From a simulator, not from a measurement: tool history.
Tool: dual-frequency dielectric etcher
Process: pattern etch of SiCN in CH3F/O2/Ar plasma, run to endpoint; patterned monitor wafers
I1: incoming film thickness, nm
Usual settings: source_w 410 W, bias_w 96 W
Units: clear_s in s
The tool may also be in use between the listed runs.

run 1 hour=0 | source_w=410 bias_w=96 | I1=7.49 | clear_s=16.6
run 2 hour=77.5 | source_w=410 bias_w=96 | I1=7.5 | clear_s=16.6
run 3 hour=139.3 | source_w=410 bias_w=96 | I1=7.56 | clear_s=16.7
run 4 hour=228.8 | source_w=410 bias_w=96 | I1=7.46 | clear_s=16.5
-- hour=406.3 wet clean of the chamber
run 5 hour=426.6 | source_w=340 bias_w=96 | I1=7.47 | clear_s=17.5
run 6 hour=466 | source_w=410 bias_w=96 | I1=7.47 | clear_s=16.5
run 7 hour=516.5 | source_w=410 bias_w=96 | I1=7.47 | clear_s=16.6
run 8 hour=563.5 | source_w=410 bias_w=96 | I1=7.51 | clear_s=16.7
run 9 hour=644.3 | source_w=410 bias_w=96 | I1=7.53 | clear_s=16.6
run 10 hour=694.7 | source_w=410 bias_w=85 | I1=7.51 | clear_s=17.4
-- hour=727.1 source power generator calibrated
run 11 hour=749.8 | source_w=410 bias_w=85 | I1=7.54 | clear_s=17.4
run 12 hour=804.4 | source_w=410 bias_w=85 | I1=7.47 | clear_s=17.2
run 13 hour=841.6 | source_w=440 bias_w=80 | I1=7.47 | clear_s=17.3
-- hour=868.9 wet clean of the chamber
run 14 hour=940 | source_w=440 bias_w=80 | I1=7.49 | clear_s=17.5
-- hour=1031.3 upper electrode replaced
run 15 hour=1031.8 | source_w=440 bias_w=80 | I1=7.4 | clear_s=17.1
run 16 hour=1057 | source_w=410 bias_w=96 | I1=7.51 | clear_s=16.7
run 17 hour=1161.5 | source_w=410 bias_w=109 | I1=7.49 | clear_s=15.8
run 18 hour=1234.7 | source_w=380 bias_w=79 | I1=7.49 | clear_s=18.2
run 19 hour=1271.7 | source_w=440 bias_w=80 | I1=7.43 | clear_s=17.2
-- hour=1363.3 wet clean of the chamber
run 20 hour=1363.8 | source_w=310 bias_w=118 | I1=7.5 | clear_s=16.5
run 21 hour=1427.6 | source_w=410 bias_w=96 | I1=7.5 | clear_s=16.5
run 22 hour=1509.6 | source_w=460 bias_w=115 | I1=7.41 | clear_s=14.8
run 23 hour=1590.7 | source_w=340 bias_w=104 | I1=7.54 | clear_s=16.8
run 24 hour=1674.3 | source_w=360 bias_w=117 | I1=7.54 | clear_s=15.9
-- hour=1736.2 bias power generator calibrated
run 25 hour=1769.4 | source_w=510 bias_w=117 | I1=7.62 | clear_s=14.6
run 26 hour=1873 | source_w=320 bias_w=84 | I1=7.47 | clear_s=18.8
-- hour=1906.1 wet clean of the chamber
run 27 hour=1929.8 | source_w=500 bias_w=90 | I1=7.48 | clear_s=16
run 28 hour=1998.5 | source_w=410 bias_w=96 | I1=7.43 | clear_s=16.3
run 29 hour=2100.3 | source_w=510 bias_w=96 | I1=7.48 | clear_s=15.4
run 30 hour=2198.4 | source_w=410 bias_w=96 | I1=7.48 | clear_s=16.5
run 31 hour=2264.5 | source_w=490 bias_w=89 | I1=7.54 | clear_s=16.1
-- hour=2342.2 wet clean of the chamber
run 32 hour=2353.9 | source_w=350 bias_w=96 | I1=7.52 | clear_s=17.3
run 33 hour=2412.4 | source_w=480 bias_w=79 | I1=7.49 | clear_s=16.8
run 34 hour=2491.4 | source_w=410 bias_w=96 | I1=7.39 | clear_s=16.1

The tool's hidden state at each run:
etch rate over this chamber's usual, %: 0 in every run
source power that arrives over what is set, %: 0 in every run
bias power that arrives over what is set, %: 0 in every run
